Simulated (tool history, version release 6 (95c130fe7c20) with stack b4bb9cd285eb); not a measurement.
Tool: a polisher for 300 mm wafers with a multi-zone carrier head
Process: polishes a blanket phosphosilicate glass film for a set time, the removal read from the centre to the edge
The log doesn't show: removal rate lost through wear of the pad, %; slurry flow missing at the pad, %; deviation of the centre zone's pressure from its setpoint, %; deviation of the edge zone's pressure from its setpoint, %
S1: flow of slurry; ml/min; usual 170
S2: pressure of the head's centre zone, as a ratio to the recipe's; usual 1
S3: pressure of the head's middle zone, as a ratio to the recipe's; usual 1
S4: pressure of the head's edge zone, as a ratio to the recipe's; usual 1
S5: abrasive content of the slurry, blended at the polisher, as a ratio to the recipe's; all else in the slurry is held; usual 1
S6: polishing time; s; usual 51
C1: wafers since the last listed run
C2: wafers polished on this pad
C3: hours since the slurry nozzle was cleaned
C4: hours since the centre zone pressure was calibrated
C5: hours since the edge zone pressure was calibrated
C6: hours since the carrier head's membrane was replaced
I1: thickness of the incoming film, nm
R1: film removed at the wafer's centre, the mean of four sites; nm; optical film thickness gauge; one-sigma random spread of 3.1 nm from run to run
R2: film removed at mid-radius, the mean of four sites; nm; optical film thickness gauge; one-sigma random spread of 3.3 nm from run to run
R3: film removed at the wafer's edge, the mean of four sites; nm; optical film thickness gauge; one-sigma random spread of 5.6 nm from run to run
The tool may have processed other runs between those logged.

| run | day | S1 | S2 | S3 | S4 | S5 | S6 | C1 | C2 | C3 | C4 | C5 | C6 | I1 | R1 | R2 | R3 |
|---|---|---|---|---|---|---|---|---|---|---|---|---|---|---|---|---|---|
| 1 | 0 | 170 | 1 | 1 | 1 | 1.2 | 51 | 0 | 82 | 414.6 | 401.4 | 981.2 | 512.8 | 4522.1 | 458.8 | 456.7 | 465.7 |
| 2 | 1.092 | 170 | 1 | 1 | 1 | 0.9 | 51 | 228 | 311 | 440.8 | 427.6 | 1007.4 | 539 | 4501.5 | 409.4 | 414 | 420.9 |
| 3 | 2.396 | 170 | 1 | 0.95 | 1.04 | 1 | 51 | 273 | 585 | 472.1 | 458.9 | 1038.7 | 570.3 | 4493.5 | 414.3 | 402.9 | 437.6 |
| 4 | 3.575 | 170 | 1 | 0.95 | 1.04 | 1 | 51 | 247 | 832 | 500.4 | 487.2 | 1067 | 598.6 | 4507.6 | 411.5 | 397.4 | 424.6 |
| 5 | 4.458 | 170 | 1 | 0.95 | 1.04 | 1 | 51 | 185 | 1017 | 521.6 | 508.4 | 1088.2 | 619.8 | 4431.2 | 406.6 | 395.5 | 419.5 |
|  | 5.504 | worn pad replaced by a new one |
| 6 | 5.912 | 170 | 1 | 1 | 1 | 1.05 | 39 | 270 | 85 | 556.5 | 543.3 | 1123.1 | 654.7 | 4384.9 | 333.8 | 333.6 | 336.6 |
|  | 6.592 | edge zone pressure recalibrated |
| 7 | 7.267 | 170 | 1 | 1 | 1 | 1.05 | 39 | 266 | 352 | 589 | 575.8 | 16.2 | 687.2 | 4477.5 | 330.8 | 329.9 | 332.2 |
|  | 8.117 | carrier head's membrane replaced by a new one |
| 8 | 8.562 | 170 | 1 | 1 | 1 | 0.85 | 37 | 228 | 580 | 620.1 | 606.9 | 47.3 | 10.7 | 4437.1 | 288 | 287.1 | 289.7 |
| 9 | 9.888 | 195 | 1 | 1 | 1 | 1 | 51 | 277 | 858 | 651.9 | 638.7 | 79.1 | 42.5 | 4443.5 | 426.4 | 417.3 | 418.1 |
|  | 10.188 | worn pad replaced by a new one |
| 10 | 10.95 | 170 | 1 | 1 | 1 | 1.05 | 39 | 187 | 159 | 677.4 | 664.2 | 104.6 | 68 | 4473.8 | 334.7 | 334.9 | 329.5 |
|  | 11.258 | slurry nozzle cleaned |
| 11 | 11.712 | 170 | 1 | 1 | 1 | 1 | 51 | 151 | 311 | 10.9 | 682.5 | 122.9 | 86.3 | 4477.7 | 422.8 | 425.9 | 427.5 |
|  | 12.104 | centre zone pressure recalibrated |
| 12 | 13.038 | 145 | 1 | 1.06 | 1.08 | 0.75 | 51 | 260 | 571 | 42.7 | 22.4 | 154.7 | 118.1 | 4423 | 367.3 | 382.5 | 387.6 |
| 13 | 13.7 | 170 | 1 | 1 | 1 | 1 | 51 | 138 | 710 | 58.6 | 38.3 | 170.6 | 134 | 4433.4 | 415.6 | 420.2 | 424.7 |
| 14 | 14.788 | 230 | 0.88 | 1 | 1 | 1 | 51 | 228 | 938 | 84.7 | 64.4 | 196.7 | 160.1 | 4452.9 | 396.2 | 437.2 | 438.2 |
|  | 15.638 | worn pad replaced by a new one |
| 15 | 15.846 | 155 | 1 | 1.07 | 1.1 | 0.85 | 51 | 187 | 44 | 110.1 | 89.8 | 222.1 | 185.5 | 4430.9 | 401.3 | 425.5 | 429 |
| 16 | 17.096 | 205 | 0.93 | 1 | 1 | 0.9 | 51 | 262 | 306 | 140.1 | 119.8 | 252.1 | 215.5 | 4443.4 | 402.1 | 427.2 | 415.3 |
| 17 | 17.65 | 170 | 1 | 1 | 1 | 0.9 | 64 | 116 | 422 | 153.4 | 133.1 | 265.4 | 228.8 | 4486.4 | 511.6 | 513.2 | 515.5 |
| 18 | 18.975 | 170 | 1 | 1 | 1 | 1.15 | 51 | 277 | 700 | 185.2 | 164.9 | 297.2 | 260.6 | 4431.2 | 437.6 | 435 | 439.1 |
| 19 | 19.904 | 130 | 1 | 1 | 1 | 1 | 37 | 194 | 895 | 207.5 | 187.2 | 319.5 | 282.9 | 4372.3 | 286.1 | 283.7 | 291.5 |
|  | 20.283 | worn pad replaced by a new one |
| 20 | 20.812 | 125 | 1.11 | 1 | 1 | 1.1 | 45 | 155 | 110 | 229.3 | 209 | 341.3 | 304.7 | 4359.1 | 396.8 | 367.8 | 377 |

Alternative continuations, all from the tool just after run 20; predict every row:
| A | 20.829 | 170 | 1 | 1 | 0.95 | 1 | 51 | 3 | 114 | 229.7 | 209.4 | 341.7 | 305.1 | 4429.8 | ? | ? | ? |
| B | 20.829 | 170 | 1.04 | 1 | 1.11 | 1.1 | 33 | 3 | 114 | 229.7 | 209.4 | 341.7 | 305.1 | 4429.8 | ? | ? | ? |
| C | 20.829 | 170 | 1 | 0.96 | 1 | 1 | 51 | 3 | 114 | 229.7 | 209.4 | 341.7 | 305.1 | 4429.8 | ? | ? | ? |
| D | 20.829 | 170 | 1 | 1 | 1.05 | 1 | 51 | 3 | 114 | 229.7 | 209.4 | 341.7 | 305.1 | 4429.8 | ? | ? | ? |
| E | 20.829 | 145 | 0.95 | 1 | 1 | 1 | 51 | 3 | 114 | 229.7 | 209.4 | 341.7 | 305.1 | 4429.8 | ? | ? | ? |

| run | R1 | R2 | R3 |
|---|---|---|---|
| A | 432.7 | 434.1 | 424.9 |
| B | 297.6 | 290.1 | 306.6 |
| C | 432.6 | 421 | 435.6 |
| D | 432.7 | 434 | 445.9 |
| E | 403.7 | 421.6 | 426.3 |
Without the tool's hidden state the same runs would have given:
| run | R1 | R2 | R3 |
|---|---|---|---|
| A | 435.6 | 437 | 427.8 |
| B | 299.6 | 292.1 | 308.6 |
| C | 435.5 | 423.8 | 438.6 |
| D | 435.6 | 436.9 | 448.9 |
| E | 406.4 | 424.4 | 429.2 |
